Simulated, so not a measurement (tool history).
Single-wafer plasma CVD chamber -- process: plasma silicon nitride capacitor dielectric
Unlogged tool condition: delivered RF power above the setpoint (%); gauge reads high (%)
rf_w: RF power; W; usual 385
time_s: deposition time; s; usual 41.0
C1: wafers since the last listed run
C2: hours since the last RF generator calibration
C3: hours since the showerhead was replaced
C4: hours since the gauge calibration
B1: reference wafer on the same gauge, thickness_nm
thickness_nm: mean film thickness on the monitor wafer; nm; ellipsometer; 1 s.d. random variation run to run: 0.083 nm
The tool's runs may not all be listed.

run 1 hour=0.0 | rf_w=415 time_s=41.0 | C1=0 C2=1599.9 C3=2237.6 C4=90.4 | B1=51.576 | thickness_nm=55.450
run 2 hour=15.7 | rf_w=385 time_s=41.0 | C1=262 C2=1615.6 C3=2253.3 C4=106.1 | B1=51.632 | thickness_nm=54.358
run 3 hour=41.7 | rf_w=385 time_s=41.0 | C1=434 C2=1641.6 C3=2279.3 C4=132.1 | B1=51.552 | thickness_nm=54.326
run 4 hour=50.9 | rf_w=385 time_s=41.0 | C1=153 C2=1650.8 C3=2288.5 C4=141.3 | B1=51.576 | thickness_nm=54.416
run 5 hour=57.6 | rf_w=385 time_s=41.0 | C1=111 C2=1657.5 C3=2295.2 C4=148.0 | B1=51.618 | thickness_nm=54.349
run 6 hour=67.6 | rf_w=415 time_s=44.6 | C1=167 C2=1667.5 C3=2305.2 C4=158.0 | B1=51.584 | thickness_nm=60.306
run 7 hour=84.8 | rf_w=415 time_s=44.6 | C1=287 C2=1684.7 C3=2322.4 C4=175.2 | B1=51.605 | thickness_nm=60.356
run 8 hour=99.1 | rf_w=385 time_s=41.0 | C1=238 C2=1699.0 C3=2336.7 C4=189.5 | B1=51.583 | thickness_nm=54.196
run 9 hour=116.0 | rf_w=385 time_s=41.0 | C1=282 C2=1715.9 C3=2353.6 C4=206.4 | B1=51.640 | thickness_nm=54.158
run 10 hour=125.6 | rf_w=330 time_s=41.0 | C1=160 C2=1725.5 C3=2363.2 C4=216.0 | B1=51.639 | thickness_nm=51.861
run 11 hour=142.2 | rf_w=330 time_s=41.0 | C1=277 C2=1742.1 C3=2379.8 C4=232.6 | B1=51.583 | thickness_nm=51.706
run 12 hour=158.2 | rf_w=330 time_s=41.0 | C1=267 C2=1758.1 C3=2395.8 C4=248.6 | B1=51.581 | thickness_nm=52.088
run 13 hour=175.3 | rf_w=385 time_s=41.0 | C1=285 C2=1775.2 C3=2412.9 C4=265.7 | B1=51.606 | thickness_nm=54.158
run 14 hour=190.5 | rf_w=385 time_s=41.0 | C1=253 C2=1790.4 C3=2428.1 C4=280.9 | B1=51.621 | thickness_nm=54.277
run 15 hour=199.6 | rf_w=385 time_s=41.0 | C1=152 C2=1799.5 C3=2437.2 C4=290.0 | B1=51.609 | thickness_nm=54.064
run 16 hour=211.2 | rf_w=385 time_s=41.0 | C1=193 C2=1811.1 C3=2448.8 C4=301.6 | B1=51.612 | thickness_nm=54.185
run 17 hour=219.2 | rf_w=385 time_s=41.0 | C1=133 C2=1819.1 C3=2456.8 C4=309.6 | B1=51.618 | thickness_nm=54.326
run 18 hour=231.4 | rf_w=385 time_s=41.0 | C1=203 C2=1831.3 C3=2469.0 C4=321.8 | B1=51.564 | thickness_nm=54.262
-- hour=241.7 gauge calibrated
run 19 hour=245.2 | rf_w=385 time_s=41.0 | C1=230 C2=1845.1 C3=2482.8 C4=3.5 | B1=51.609 | thickness_nm=54.069
run 20 hour=257.5 | rf_w=385 time_s=41.0 | C1=205 C2=1857.4 C3=2495.1 C4=15.8 | B1=51.624 | thickness_nm=54.161
run 21 hour=268.3 | rf_w=385 time_s=41.0 | C1=180 C2=1868.2 C3=2505.9 C4=26.6 | B1=51.585 | thickness_nm=54.176
run 22 hour=274.7 | rf_w=405 time_s=38.9 | C1=106 C2=1874.6 C3=2512.3 C4=33.0 | B1=51.638 | thickness_nm=52.036
run 23 hour=286.2 | rf_w=385 time_s=32.8 | C1=192 C2=1886.1 C3=2523.8 C4=44.5 | B1=51.598 | thickness_nm=43.417
-- hour=306.8 RF generator calibrated
run 24 hour=307.3 | rf_w=450 time_s=38.5 | C1=218 C2=0.5 C3=2544.9 C4=65.6 | B1=51.590 | thickness_nm=52.559
run 25 hour=316.4 | rf_w=405 time_s=32.9 | C1=152 C2=9.6 C3=2554.0 C4=74.7 | B1=51.630 | thickness_nm=43.519
run 26 hour=323.5 | rf_w=385 time_s=41.0 | C1=118 C2=16.7 C3=2561.1 C4=81.8 | B1=51.587 | thickness_nm=53.337
run 27 hour=337.0 | rf_w=435 time_s=46.7 | C1=225 C2=30.2 C3=2574.6 C4=95.3 | B1=51.638 | thickness_nm=63.268
run 28 hour=346.5 | rf_w=310 time_s=46.5 | C1=158 C2=39.7 C3=2584.1 C4=104.8 | B1=51.600 | thickness_nm=57.139
-- hour=358.8 showerhead replaced
run 29 hour=361.4 | rf_w=385 time_s=44.5 | C1=115 C2=54.6 C3=2.6 C4=119.7 | B1=51.609 | thickness_nm=57.976
run 30 hour=374.5 | rf_w=340 time_s=35.4 | C1=218 C2=67.7 C3=15.7 C4=132.8 | B1=51.593 | thickness_nm=44.537
run 31 hour=387.8 | rf_w=385 time_s=36.6 | C1=222 C2=81.0 C3=29.0 C4=146.1 | B1=51.628 | thickness_nm=47.621

Forecast run 32:
run 32 hour=403.3 | rf_w=385 time_s=48.6 | C1=258 C2=96.5 C3=44.5 C4=161.6 | B1=? | thickness_nm=?

{"run 32": {"B1": 51.558, "thickness_nm": 63.487}}
If the tool had no hidden condition, the same run with the same run-to-run variation would have returned thickness_nm 65.496 nm.
